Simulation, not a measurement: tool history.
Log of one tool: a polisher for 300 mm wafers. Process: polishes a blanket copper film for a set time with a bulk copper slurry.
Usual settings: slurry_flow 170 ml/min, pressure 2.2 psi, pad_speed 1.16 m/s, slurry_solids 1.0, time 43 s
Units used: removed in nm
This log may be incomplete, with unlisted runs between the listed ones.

run,hour,slurry_flow,pressure,pad_speed,slurry_solids,time,"incoming thickness of the incoming film, nm",removed
1,0.0,170,1.7,1.16,1.0,48,3094.7,279.2
2,7.9,170,1.7,1.16,1.0,48,3031.7,274.4
# hour 22.8: worn pad replaced by a new one
3,25.4,170,2.2,1.16,1.0,43,3017.7,321.9
4,33.3,170,2.2,1.16,1.0,43,3023.2,321.4
# hour 40.7: slurry blender recalibrated
5,45.1,170,2.2,1.16,1.0,43,3013.1,325.2
6,51.8,170,2.2,1.16,1.0,43,3015.4,323.3
7,67.4,170,2.2,1.16,1.0,43,3019.4,322.3
8,81.7,170,2.2,1.28,1.0,43,3074.0,346.0
9,95.7,145,2.2,1.32,1.0,43,3013.6,342.8
10,107.4,145,2.2,1.32,1.0,43,3058.5,346.9
# hour 121.1: worn pad replaced by a new one
# hour 132.4: slurry blender recalibrated
11,137.8,145,2.2,1.32,1.0,43,3055.6,349.1
12,153.8,170,2.2,1.16,1.0,43,3066.6,324.3
# hour 197.4: head pressure recalibrated
13,206.9,170,1.5,1.16,1.1,43,3015.8,240.9
# hour 217.7: worn pad replaced by a new one
14,223.6,125,1.8,1.16,1.2,52,3077.0,337.6
# hour 231.9: slurry blender recalibrated
15,235.1,170,2.2,1.16,1.0,43,3073.8,339.8
16,248.6,170,2.2,1.16,1.0,43,3018.7,342.4
17,259.7,200,2.6,1.16,1.0,29,3015.9,280.5
18,276.1,170,2.9,1.16,1.0,43,3003.7,450.3
19,286.9,170,2.8,1.16,1.0,43,3018.9,444.5
20,294.1,170,1.9,1.44,1.0,57,3014.0,471.0
# hour 297.8: head pressure recalibrated, repeated, since the last time left the tool worse
21,303.3,170,2.2,1.16,1.0,43,3042.1,302.9

What will run 22 give?
# hour 308.0: slurry nozzle cleaned
22,316.2,170,2.2,1.16,1.0,43,3048.4,?

For run 22 the tool returned removed 302.8 nm.
With no hidden state in the tool, this same run would have given removed 301.3 nm.
